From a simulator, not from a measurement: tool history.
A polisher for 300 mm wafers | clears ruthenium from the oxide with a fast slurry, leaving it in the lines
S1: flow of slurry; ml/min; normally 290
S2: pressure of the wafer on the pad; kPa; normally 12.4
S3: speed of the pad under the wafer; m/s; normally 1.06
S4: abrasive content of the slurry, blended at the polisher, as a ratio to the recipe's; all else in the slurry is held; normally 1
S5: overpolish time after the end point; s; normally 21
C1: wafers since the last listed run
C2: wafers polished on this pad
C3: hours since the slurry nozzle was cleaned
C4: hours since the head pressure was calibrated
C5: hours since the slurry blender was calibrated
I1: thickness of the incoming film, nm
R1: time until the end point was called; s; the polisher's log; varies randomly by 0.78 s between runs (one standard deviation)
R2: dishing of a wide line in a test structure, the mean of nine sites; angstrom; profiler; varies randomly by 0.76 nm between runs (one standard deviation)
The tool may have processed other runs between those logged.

run 1 hour=0 | S1=290 S2=12.4 S3=1.06 S4=1 S5=21 | C1=0 C2=1045 C3=174.4 C4=390 C5=32.2 | I1=139.7 | R1=49.5 R2=345
-- hour=51.8 worn pad replaced by a new one
run 2 hour=63.2 | S1=290 S2=12.4 S3=1.06 S4=1 S5=21 | C1=370 C2=71 C3=237.6 C4=453.2 C5=95.4 | I1=140.5 | R1=52.3 R2=317
run 3 hour=117.9 | S1=290 S2=12.4 S3=1.06 S4=1 S5=21 | C1=342 C2=413 C3=292.3 C4=507.9 C5=150.1 | I1=143 | R1=56 R2=323
run 4 hour=163.1 | S1=290 S2=12.4 S3=1.06 S4=1 S5=21 | C1=283 C2=696 C3=337.5 C4=553.1 C5=195.3 | I1=139.4 | R1=55.4 R2=309
run 5 hour=214.5 | S1=290 S2=12.4 S3=1.06 S4=1 S5=21 | C1=321 C2=1018 C3=388.9 C4=604.5 C5=246.7 | I1=141.2 | R1=58.7 R2=301
-- hour=246.8 worn pad replaced by a new one
-- hour=277.4 slurry blender recalibrated
run 6 hour=285.7 | S1=290 S2=11 S3=0.9 S4=1 S5=21 | C1=408 C2=230 C3=460.1 C4=675.7 C5=8.3 | I1=139.7 | R1=62.1 R2=290
run 7 hour=317.7 | S1=290 S2=11 S3=0.9 S4=1 S5=21 | C1=200 C2=431 C3=492.1 C4=707.7 C5=40.3 | I1=142.4 | R1=63.4 R2=283
run 8 hour=347.8 | S1=380 S2=12.4 S3=1.06 S4=1.2 S5=29 | C1=188 C2=619 C3=522.2 C4=737.8 C5=70.4 | I1=139.8 | R1=45.4 R2=412
run 9 hour=387.2 | S1=290 S2=15.9 S3=1.06 S4=1.2 S5=25 | C1=246 C2=866 C3=561.6 C4=777.2 C5=109.8 | I1=140.7 | R1=37.1 R2=417
run 10 hour=416.6 | S1=290 S2=12.4 S3=1.06 S4=1 S5=21 | C1=184 C2=1050 C3=591 C4=806.6 C5=139.2 | I1=138.1 | R1=52.2 R2=307
-- hour=425.4 slurry nozzle cleaned
run 11 hour=456.8 | S1=215 S2=12.4 S3=1.06 S4=1 S5=21 | C1=245 C2=1295 C3=31.4 C4=846.8 C5=179.4 | I1=138.9 | R1=55.1 R2=296
-- hour=469.9 worn pad replaced by a new one
-- hour=478.1 head pressure recalibrated
run 12 hour=589.1 | S1=290 S2=15.9 S3=0.78 S4=0.8 S5=16 | C1=790 C2=733 C3=163.7 C4=111 C5=311.7 | I1=138.2 | R1=75.4 R2=202
-- hour=637.8 slurry blender recalibrated
run 13 hour=645.1 | S1=375 S2=12.4 S3=0.8 S4=1 S5=28 | C1=338 C2=1071 C3=219.7 C4=167 C5=7.3 | I1=140.2 | R1=54.9 R2=368
run 14 hour=699.8 | S1=290 S2=12.4 S3=1.06 S4=1 S5=21 | C1=342 C2=1414 C3=274.4 C4=221.7 C5=62 | I1=139.6 | R1=50.5 R2=340

Here are 5 independent what-if runs from the current tool condition. What would each one return?
run A hour=700.2 | S1=290 S2=12.4 S3=1.06 S4=1 S5=21 | C1=2 C2=1416 C3=274.8 C4=222.1 C5=62.4 | I1=140.4 | R1=? R2=?
run B hour=700.2 | S1=375 S2=13.8 S3=1.2 S4=1 S5=8 | C1=2 C2=1416 C3=274.8 C4=222.1 C5=62.4 | I1=140.4 | R1=? R2=?
run C hour=700.2 | S1=290 S2=12.4 S3=1.06 S4=1 S5=17 | C1=2 C2=1416 C3=274.8 C4=222.1 C5=62.4 | I1=140.4 | R1=? R2=?
run D hour=700.2 | S1=290 S2=12.4 S3=0.8 S4=1 S5=21 | C1=2 C2=1416 C3=274.8 C4=222.1 C5=62.4 | I1=140.4 | R1=? R2=?
run E hour=700.2 | S1=235 S2=12.4 S3=1.28 S4=1 S5=33 | C1=2 C2=1416 C3=274.8 C4=222.1 C5=62.4 | I1=140.4 | R1=? R2=?

run=A R1=49.7 R2=324
run=B R1=41.5 R2=188
run=C R1=49.7 R2=284
run=D R1=58.3 R2=294
run=E R1=44.9 R2=422
Stripped of hidden state, with their random variation kept, the same runs would have yielded:
run=A R1=46.8 R2=336
run=B R1=39 R2=197
run=C R1=46.8 R2=296
run=D R1=54.8 R2=306
run=E R1=42.2 R2=432
